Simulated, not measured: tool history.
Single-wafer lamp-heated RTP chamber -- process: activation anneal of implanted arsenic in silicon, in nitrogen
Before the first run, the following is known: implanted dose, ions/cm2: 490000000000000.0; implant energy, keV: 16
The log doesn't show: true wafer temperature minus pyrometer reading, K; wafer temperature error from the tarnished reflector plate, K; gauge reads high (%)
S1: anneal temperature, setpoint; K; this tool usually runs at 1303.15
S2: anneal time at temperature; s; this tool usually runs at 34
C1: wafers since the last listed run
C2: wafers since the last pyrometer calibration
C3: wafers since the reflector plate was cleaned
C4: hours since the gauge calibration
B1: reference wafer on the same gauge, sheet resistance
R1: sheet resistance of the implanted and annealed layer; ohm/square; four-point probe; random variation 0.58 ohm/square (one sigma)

Run 1, hour 0.0: usual settings but S2 24 s; C1 0; C2 2254; C3 8823; C4 1268.6; B1 180.93. Result: R1 196.96 ohm/square.
Run 2, hour 31.3: usual settings but S2 24 s; C1 241; C2 2495; C3 9064; C4 1299.9; B1 181.03. Result: R1 197.72 ohm/square.
Run 3, hour 76.6: usual settings; C1 349; C2 2844; C3 9413; C4 1345.2; B1 180.98. Result: R1 194.12 ohm/square.
At hour 94.8: pyrometer window cleaned and pyrometer calibrated.
Run 4, hour 107.0: usual settings; C1 172; C2 94; C3 9586; C4 1375.6; B1 180.98. Result: R1 193.70 ohm/square.
Run 5, hour 140.1: usual settings; C1 255; C2 349; C3 9841; C4 1408.7; B1 180.96. Result: R1 193.70 ohm/square.
Run 6, hour 192.2: usual settings; C1 401; C2 751; C3 10243; C4 1460.8; B1 181.08. Result: R1 194.94 ohm/square.
Run 7, hour 242.7: usual settings; C1 389; C2 1140; C3 10632; C4 1511.3; B1 181.03. Result: R1 194.03 ohm/square.
Run 8, hour 284.9: usual settings; C1 325; C2 1465; C3 10957; C4 1553.5; B1 180.85. Result: R1 193.94 ohm/square.
At hour 395.8: reflector plate cleaned.
Run 9, hour 413.7: usual settings but S1 1280.15 K; C1 931; C2 2396; C3 137; C4 1682.3; B1 180.90. Result: R1 198.37 ohm/square.
At hour 525.9: pyrometer window cleaned and pyrometer calibrated.
Run 10, hour 609.6: usual settings but S1 1280.15 K; C1 1448; C2 645; C3 1586; C4 1878.2; B1 181.12. Result: R1 197.08 ohm/square.
Run 11, hour 661.8: usual settings but S1 1280.15 K; C1 402; C2 1047; C3 1988; C4 1930.4; B1 181.05. Result: R1 197.27 ohm/square.
Run 12, hour 728.9: usual settings but S2 41 s; C1 517; C2 1565; C3 2506; C4 1997.5; B1 180.98. Result: R1 190.89 ohm/square.
Run 13, hour 759.5: usual settings; C1 235; C2 1800; C3 2741; C4 2028.1; B1 181.02. Result: R1 191.80 ohm/square.
Run 14, hour 792.2: usual settings; C1 252; C2 2053; C3 2993; C4 2060.8; B1 180.98. Result: R1 192.44 ohm/square.
Run 15, hour 830.8: usual settings but S1 1283.15 K, S2 43 s; C1 297; C2 2350; C3 3291; C4 2099.4; B1 181.03. Result: R1 194.64 ohm/square.
Run 16, hour 862.7: usual settings; C1 245; C2 2596; C3 3537; C4 2131.3; B1 180.96. Result: R1 192.77 ohm/square.
At hour 903.8: reflector plate cleaned, repeated, since the last time left the tool worse.
Run 17, hour 913.3: usual settings; C1 328; C2 2924; C3 72; C4 2181.9; B1 180.97. Result: R1 195.26 ohm/square.
At hour 929.3: pyrometer window cleaned and pyrometer calibrated.
At hour 929.9: gauge calibrated.
Run 18, hour 943.3: usual settings but S1 1329.15 K, S2 42 s; C1 169; C2 107; C3 242; C4 13.4; B1 180.98. Result: R1 186.35 ohm/square.
Run 19, hour 995.8: usual settings but S1 1284.15 K, S2 29 s; C1 404; C2 512; C3 647; C4 65.9; B1 181.02. Result: R1 200.52 ohm/square.
Run 20, hour 1023.7: usual settings but S1 1280.15 K, S2 17 s; C1 215; C2 727; C3 862; C4 93.8; B1 180.96. Result: R1 203.72 ohm/square.
Run 21, hour 1176.5: usual settings; C1 1177; C2 1905; C3 2040; C4 246.6; B1 181.00. Result: R1 194.20 ohm/square.
Run 22, hour 1207.2: usual settings but S1 1275.15 K, S2 19 s; C1 236; C2 2141; C3 2276; C4 277.3; B1 181.06. Result: R1 204.07 ohm/square.
Run 23, hour 1251.6: usual settings; C1 342; C2 2484; C3 2619; C4 321.7; B1 181.03. Result: R1 193.92 ohm/square.
Run 24, hour 1283.9: usual settings; C1 248; C2 2733; C3 2868; C4 354.0; B1 181.09. Result: R1 194.09 ohm/square.
At hour 1308.4: pyrometer window cleaned and pyrometer calibrated.
Run 25, hour 1343.9: usual settings but S2 14 s; C1 400; C2 273; C3 3268; C4 414.0; B1 180.99. Result: R1 202.44 ohm/square.
Run 26, hour 1409.0: usual settings but S1 1328.15 K; C1 501; C2 775; C3 3770; C4 479.1; B1 181.00. Result: R1 187.96 ohm/square.
Run 27, hour 1467.4: usual settings; C1 450; C2 1225; C3 4220; C4 537.5; B1 181.09. Result: R1 193.55 ohm/square.
Run 28, hour 1526.9: usual settings but S2 50 s; C1 458; C2 1684; C3 4679; C4 597.0; B1 181.05. Result: R1 189.38 ohm/square.
Run 29, hour 1591.5: usual settings but S1 1329.15 K, S2 20 s; C1 497; C2 2182; C3 5177; C4 661.6; B1 180.98. Result: R1 193.95 ohm/square.
Run 30, hour 1653.6: usual settings but S1 1323.15 K; C1 478; C2 2661; C3 5656; C4 723.7; B1 181.16. Result: R1 187.92 ohm/square.
At hour 1684.8: pyrometer window cleaned and pyrometer calibrated.
Run 31, hour 1685.3: usual settings but S1 1279.15 K; C1 182; C2 4; C3 5838; C4 755.4; B1 180.99. Result: R1 198.37 ohm/square.
Run 32, hour 1736.4: usual settings but S1 1290.15 K, S2 26 s; C1 393; C2 397; C3 6232; C4 806.5; B1 180.99. Result: R1 198.11 ohm/square.
Run 33, hour 1771.2: usual settings but S1 1329.15 K, S2 42 s; C1 268; C2 666; C3 6501; C4 841.3; B1 180.84. Result: R1 185.72 ohm/square.
Run 34, hour 1815.9: usual settings but S1 1322.15 K; C1 344; C2 1010; C3 6845; C4 886.0; B1 181.12. Result: R1 188.97 ohm/square.
Run 35, hour 1860.1: usual settings but S1 1295.15 K, S2 51 s; C1 340; C2 1351; C3 7186; C4 930.2; B1 181.15. Result: R1 191.72 ohm/square.

5 ways to go on from here, each from the tool as it stands after run 35. What would each give?
Run A, hour 1860.5: usual settings but S1 1278.15 K; C1 3; C2 1354; C3 7189; C4 930.6; B1 ?. Result: R1 ?.
Run B, hour 1860.5: usual settings but S1 1293.15 K, S2 25 s; C1 3; C2 1354; C3 7189; C4 930.6; B1 ?. Result: R1 ?.
Run C, hour 1860.5: usual settings but S1 1318.15 K, S2 18 s; C1 3; C2 1354; C3 7189; C4 930.6; B1 ?. Result: R1 ?.
Run D, hour 1860.5: usual settings but S1 1290.15 K, S2 19 s; C1 3; C2 1354; C3 7189; C4 930.6; B1 ?. Result: R1 ?.
Run E, hour 1860.5: usual settings but S1 1321.15 K, S2 41 s; C1 3; C2 1354; C3 7189; C4 930.6; B1 ?. Result: R1 ?.

run      B1      R1
  A  180.98  199.94
  B  180.98  199.62
  C  180.98  197.39
  D  180.98  202.37
  E  180.98  188.13
What these runs would have given with no unlogged condition in the tool:
run      R1
  A  200.65
  B  200.38
  C  198.22
  D  203.00
  E  189.11
